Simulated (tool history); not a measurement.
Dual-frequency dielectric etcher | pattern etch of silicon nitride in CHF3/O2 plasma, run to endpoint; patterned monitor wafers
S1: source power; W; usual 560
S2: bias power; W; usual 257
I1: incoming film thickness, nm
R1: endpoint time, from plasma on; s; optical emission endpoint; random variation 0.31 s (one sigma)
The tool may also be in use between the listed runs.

run	hour	S1	S2	I1	R1
1	0	560	257	85.8	48.1
2	15.7	560	257	84.9	46.7
3	23.6	560	257	85.2	47.7
4	34.6	560	257	85.1	47.3
5	51.2	560	257	85.5	47.2
6	59.9	560	257	84.5	47
# hour 88.2: source power generator calibrated
# hour 96.1: upper electrode replaced
7	96.6	560	257	85.4	46.8
8	96.9	560	257	84.6	46.2
9	110.8	560	257	83.9	46.4
10	118.8	610	257	85.1	45.6
11	130	610	257	84.8	45.2
12	146.3	560	209	85.1	52.6
13	164.6	560	257	85.3	47.3
14	172.1	560	310	85.3	42.3
15	179.8	500	206	85	55.5
# hour 199.5: bias power generator calibrated
# hour 204: wet clean of the chamber
16	204.5	560	257	84.6	48.4
17	204.9	680	257	85	45.6
18	205.2	660	194	84.8	55.2
19	211.3	610	230	84.5	50.4
20	219.4	600	257	85.1	47.9
21	230.9	430	274	85.1	51.5
22	248.5	560	257	85.4	49
23	264.2	460	290	84.4	48
24	280.6	440	257	84.2	52.1

3 ways to go on from here, each from the tool as it stands after run 24. What would each give?
A	281	560	288	83.9	?
B	281	600	306	83.9	?
C	281	560	304	83.9	?

run	R1
A	44.9
B	42.5
C	43.6
Without the tool's hidden state the same runs would have given:
run	R1
A	45.2
B	42.8
C	43.9
